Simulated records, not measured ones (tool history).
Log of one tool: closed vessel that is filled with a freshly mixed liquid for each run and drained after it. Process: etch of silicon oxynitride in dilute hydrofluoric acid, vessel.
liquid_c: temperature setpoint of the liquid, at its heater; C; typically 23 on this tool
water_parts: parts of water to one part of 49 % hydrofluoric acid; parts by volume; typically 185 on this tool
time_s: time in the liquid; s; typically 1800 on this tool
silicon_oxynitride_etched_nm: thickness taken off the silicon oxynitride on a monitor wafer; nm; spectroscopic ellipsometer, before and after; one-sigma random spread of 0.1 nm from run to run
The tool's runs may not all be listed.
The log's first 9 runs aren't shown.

run   hour  liquid_c  water_parts  time_s  wafers since the last listed run  hours since the thermometer was replaced  hours since the hydrofluoric acid flow meter was replaced  hours since the gauge calibration  read-back film thickness of the silicon oxynitride reference wafer, read on the same gauge (nm)  silicon_oxynitride_etched_nm
 10  108.1        20          135    2160                               206                                    2610.3                                                      285.2                              307.8                                                                                              130                         26.17
     112.5  -- thermometer replaced
 11    144        23          185    1800                              1012                                      31.5                                                      321.1                              343.7                                                                                           130.01                         15.37
 12  195.6      20.5          185    1800                              1497                                      83.1                                                      372.7                              395.3                                                                                              130                         13.71
 13  208.6        25          160    1205                               377                                      96.1                                                      385.7                              408.3                                                                                           130.02                         13.23
 14  217.3        23          185    1800                               252                                     104.8                                                      394.4                                417                                                                                           129.99                          15.3
 15  224.1        23          185    1800                               197                                     111.6                                                      401.2                              423.8                                                                                           129.99                         15.31
 16  232.3        18          245     880                               237                                     119.8                                                      409.4                                432                                                                                              130                          4.28
 17  238.4        23          185    1800                               177                                     125.9                                                      415.5                              438.1                                                                                           129.99                         15.23
 18  254.8        23          235    1800                               475                                     142.3                                                      431.9                              454.5                                                                                           130.01                         11.52
 19  269.4        23          185    1800                               423                                     156.9                                                      446.5                              469.1                                                                                           129.97                         15.12
     278.7  -- hydrofluoric acid flow meter replaced
 20  284.1        23          140    1505                               397                                     171.6                                                        5.4                              483.8                                                                                           129.96                         18.49
     284.6  -- gauge calibrated
 21    292        23          185    1800                               229                                     179.5                                                       13.3                                7.4                                                                                           130.01                         16.18
 22    308      21.5          160    1070                               464                                     195.5                                                       29.3                               23.4                                                                                           130.03                         10.47
 23  317.7      19.5          245    2265                               281                                     205.2                                                         39                               33.1                                                                                           129.98                         12.65
 24  329.5        27          215    2255                               342                                       217                                                       50.8                               44.9                                                                                           130.01                         20.23
 25  370.8        23          185    1800                              1198                                     258.3                                                       92.1                               86.2                                                                                              130                         15.92
 26  379.1        23          210    1800                               240                                     266.6                                                      100.4                               94.5                                                                                           130.01                         13.95
 27  389.9        23          185    1800                               313                                     277.4                                                      111.2                              105.3                                                                                           130.02                         15.89
 28  398.9        23          185    2805                               261                                     286.4                                                      120.2                              114.3                                                                                           129.96                         24.93
 29    408      18.5          260    1225                               264                                     295.5                                                      129.3                              123.4                                                                                           129.98                          5.99
 30  422.4        18          245     880                               417                                     309.9                                                      143.7                              137.8                                                                                           129.99                           4.5
 31  437.8      21.5          215    2680                               446                                     325.3                                                      159.1                              153.2                                                                                           129.98                         18.59
 32  448.2      27.5          185    1800                               301                                     335.7                                                      169.5                              163.6                                                                                           129.97                         19.28
 33  482.8        23          185    1300                              1004                                     370.3                                                      204.1                              198.2                                                                                           130.01                         11.45

Each row is a separate what-if for the run after 33, all from the same tool condition, not one after another. Results?
  A   484        23          185    1800                                34                                     371.5                                                      205.3                              199.4                                                                                                ?                             ?
  B   484      24.5          185    2390                                34                                     371.5                                                      205.3                              199.4                                                                                                ?                             ?
  C   484        23          265    1800                                34                                     371.5                                                      205.3                              199.4                                                                                                ?                             ?
  D   484      19.5          155    1055                                34                                     371.5                                                      205.3                              199.4                                                                                                ?                             ?

run  read-back film thickness of the silicon oxynitride reference wafer, read on the same gauge (nm)  silicon_oxynitride_etched_nm
  A                                                                                           130.01                          15.9
  B                                                                                           130.01                         22.57
  C                                                                                           130.01                         10.46
  D                                                                                           130.01                          9.67
With the hidden condition removed and each run's random variation left untouched, the same runs would have given:
run  silicon_oxynitride_etched_nm
  A                         16.14
  B                         22.93
  C                         10.65
  D                           9.8
